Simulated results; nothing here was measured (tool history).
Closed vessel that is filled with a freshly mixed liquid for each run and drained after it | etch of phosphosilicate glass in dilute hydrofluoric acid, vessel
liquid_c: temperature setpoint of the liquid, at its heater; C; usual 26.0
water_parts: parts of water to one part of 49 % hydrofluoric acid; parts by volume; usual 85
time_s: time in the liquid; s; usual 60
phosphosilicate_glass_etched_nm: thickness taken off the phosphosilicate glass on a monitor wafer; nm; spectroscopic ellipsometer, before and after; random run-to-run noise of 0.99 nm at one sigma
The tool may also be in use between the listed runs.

run	hour	liquid_c	water_parts	time_s	read-back film thickness of the phosphosilicate glass reference wafer, read on the same gauge (nm)	phosphosilicate_glass_etched_nm
1	0.0	26.0	85	60	40.03	114.27
2	97.2	26.0	85	60	40.02	113.24
3	181.7	26.0	85	60	39.97	113.93
4	287.8	26.0	85	75	40.04	138.93
5	338.0	26.0	85	60	40.04	111.86
6	404.0	26.0	85	60	40.02	113.73
7	488.3	26.0	85	60	39.97	111.33
8	552.4	26.0	95	60	40.04	98.09
9	617.9	26.0	95	60	40.03	96.83
10	668.1	26.0	95	60	40.02	97.60
11	724.5	24.5	110	60	39.96	77.49
12	788.7	24.5	110	60	39.97	76.90
13	887.0	26.0	85	60	40.02	108.34
14	1168.6	26.0	85	60	40.05	106.18
15	1226.1	28.5	50	35	40.03	132.92
16	1271.1	28.5	50	35	40.01	134.48
17	1328.1	26.0	85	60	40.03	117.99
18	1433.0	23.0	65	70	40.03	158.89
19	1477.8	26.0	95	60	40.04	100.92
20	1713.4	22.5	75	30	40.03	57.09
21	1757.3	26.0	60	75	40.01	206.99
22	1844.4	26.0	85	60	40.01	113.04
23	1940.5	28.0	55	75	40.07	247.54
24	2019.8	28.0	85	60	40.01	120.54
25	2093.6	29.0	45	95	39.97	399.83
26	2199.4	22.0	85	60	40.02	95.02
27	2256.0	26.0	85	60	40.05	110.02
28	2329.7	26.0	65	60	39.99	149.61
29	2400.0	26.0	85	50	39.99	91.10

Missing from the log above: 3 entries noted between runs. For each, name the pair of listed runs it sits between and say how the tool's hidden condition differs from the listed run just before to the listed run just after:
Run 14 -> run 15: thermometer replaced (hour 1187.7)
  liquid colder than its thermometer reads (K): 2.23 -> 0.149
  measured value less the no-hidden-state value, phosphosilicate_glass_etched_nm: -9.85 -> -0.80 nm
Run 19 -> run 20: gauge calibrated (hour 1639.7)
  liquid colder than its thermometer reads (K): 0.493 -> 0.815
  measured value less the no-hidden-state value, phosphosilicate_glass_etched_nm: -1.95 -> -1.95 nm
Run 20 -> run 21: hydrofluoric acid flow meter replaced (hour 1755.9)
  liquid colder than its thermometer reads (K): 0.815 -> 0.875
  measured value less the no-hidden-state value, phosphosilicate_glass_etched_nm: -1.95 -> -7.48 nm

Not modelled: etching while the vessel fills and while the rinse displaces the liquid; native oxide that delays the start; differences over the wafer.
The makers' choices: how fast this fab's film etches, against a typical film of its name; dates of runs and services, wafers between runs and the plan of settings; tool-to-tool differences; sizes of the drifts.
